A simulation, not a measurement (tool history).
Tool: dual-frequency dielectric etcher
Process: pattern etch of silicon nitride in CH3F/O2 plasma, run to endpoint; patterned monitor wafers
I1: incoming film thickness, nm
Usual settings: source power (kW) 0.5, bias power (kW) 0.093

{"run": 1, "day": 0.0, "source power (kW)": 0.5, "bias power (kW)": 0.093, "I1": 56.8, "endpoint time (s)": 56.6}
{"run": 2, "day": 0.396, "source power (kW)": 0.5, "bias power (kW)": 0.093, "I1": 57.7, "endpoint time (s)": 57.7}
{"run": 3, "day": 0.954, "source power (kW)": 0.5, "bias power (kW)": 0.093, "I1": 57.6, "endpoint time (s)": 56.8}
{"run": 4, "day": 1.362, "source power (kW)": 0.5, "bias power (kW)": 0.093, "I1": 57.2, "endpoint time (s)": 56.6}
{"run": 5, "day": 2.796, "source power (kW)": 0.5, "bias power (kW)": 0.093, "I1": 57, "endpoint time (s)": 57.5}
{"run": 6, "day": 3.196, "source power (kW)": 0.5, "bias power (kW)": 0.093, "I1": 57.3, "endpoint time (s)": 57.2}
{"run": 7, "day": 3.471, "source power (kW)": 0.5, "bias power (kW)": 0.093, "I1": 57.3, "endpoint time (s)": 57.1}
{"run": 8, "day": 4.033, "source power (kW)": 0.5, "bias power (kW)": 0.093, "I1": 57.2, "endpoint time (s)": 57.2}
{"run": 9, "day": 4.35, "source power (kW)": 0.5, "bias power (kW)": 0.093, "I1": 57, "endpoint time (s)": 57.8}
{"run": 10, "day": 4.754, "source power (kW)": 0.5, "bias power (kW)": 0.093, "I1": 57.3, "endpoint time (s)": 58.1}
{"run": 11, "day": 5.288, "source power (kW)": 0.5, "bias power (kW)": 0.107, "I1": 57.1, "endpoint time (s)": 53.7}
{"run": 12, "day": 5.762, "source power (kW)": 0.5, "bias power (kW)": 0.107, "I1": 56.9, "endpoint time (s)": 53.6}
{"day": 6.175, "done": "bias power generator calibrated"}
{"run": 13, "day": 6.275, "source power (kW)": 0.6, "bias power (kW)": 0.079, "I1": 56.9, "endpoint time (s)": 57.6}
{"run": 14, "day": 6.625, "source power (kW)": 0.59, "bias power (kW)": 0.103, "I1": 57.1, "endpoint time (s)": 52.1}
{"day": 7.642, "done": "wet clean of the chamber"}
{"day": 8.475, "done": "upper electrode replaced"}
{"run": 15, "day": 8.496, "source power (kW)": 0.5, "bias power (kW)": 0.093, "I1": 56.9, "endpoint time (s)": 59.5}
{"run": 16, "day": 8.512, "source power (kW)": 0.4, "bias power (kW)": 0.076, "I1": 56.6, "endpoint time (s)": 69.9}
{"run": 17, "day": 8.525, "source power (kW)": 0.4, "bias power (kW)": 0.116, "I1": 57.7, "endpoint time (s)": 58}
{"day": 8.829, "done": "source power generator calibrated"}
{"day": 9.6, "done": "wet clean of the chamber, repeated, since the last time left the tool worse"}
{"run": 18, "day": 9.938, "source power (kW)": 0.61, "bias power (kW)": 0.093, "I1": 57.1, "endpoint time (s)": 52.7}
{"run": 19, "day": 10.508, "source power (kW)": 0.39, "bias power (kW)": 0.072, "I1": 58.2, "endpoint time (s)": 69.2}
{"run": 20, "day": 11.083, "source power (kW)": 0.6, "bias power (kW)": 0.114, "I1": 57.2, "endpoint time (s)": 47.9}
{"run": 21, "day": 11.667, "source power (kW)": 0.5, "bias power (kW)": 0.093, "I1": 57.6, "endpoint time (s)": 56.4}
{"run": 22, "day": 11.933, "source power (kW)": 0.45, "bias power (kW)": 0.093, "I1": 56.8, "endpoint time (s)": 57.4}
{"run": 23, "day": 12.258, "source power (kW)": 0.61, "bias power (kW)": 0.099, "I1": 57.1, "endpoint time (s)": 50.6}
{"run": 24, "day": 12.612, "source power (kW)": 0.6, "bias power (kW)": 0.11, "I1": 57.2, "endpoint time (s)": 49.5}
{"run": 25, "day": 13.012, "source power (kW)": 0.46, "bias power (kW)": 0.093, "I1": 57.1, "endpoint time (s)": 58}

The same runs without the tool's hidden state, with the same run-to-run variation:
The hidden state here: etch rate over this chamber's usual, %; source power that arrives over what is set, %; bias power that arrives over what is set, %.
run=1 endpoint_time_(s)=55.2
run=2 endpoint_time_(s)=56.2
run=3 endpoint_time_(s)=55.3
run=4 endpoint_time_(s)=55.1
run=5 endpoint_time_(s)=55.8
run=6 endpoint_time_(s)=55.5
run=7 endpoint_time_(s)=55.3
run=8 endpoint_time_(s)=55.4
run=9 endpoint_time_(s)=55.9
run=10 endpoint_time_(s)=56.2
run=11 endpoint_time_(s)=51.9
run=12 endpoint_time_(s)=51.7
run=13 endpoint_time_(s)=55.5
run=14 endpoint_time_(s)=50.2
run=15 endpoint_time_(s)=55.6
run=16 endpoint_time_(s)=65.3
run=17 endpoint_time_(s)=54.2
run=18 endpoint_time_(s)=52.4
run=19 endpoint_time_(s)=68.7
run=20 endpoint_time_(s)=47.5
run=21 endpoint_time_(s)=55.9
run=22 endpoint_time_(s)=56.8
run=23 endpoint_time_(s)=50.1
run=24 endpoint_time_(s)=49
run=25 endpoint_time_(s)=57.3

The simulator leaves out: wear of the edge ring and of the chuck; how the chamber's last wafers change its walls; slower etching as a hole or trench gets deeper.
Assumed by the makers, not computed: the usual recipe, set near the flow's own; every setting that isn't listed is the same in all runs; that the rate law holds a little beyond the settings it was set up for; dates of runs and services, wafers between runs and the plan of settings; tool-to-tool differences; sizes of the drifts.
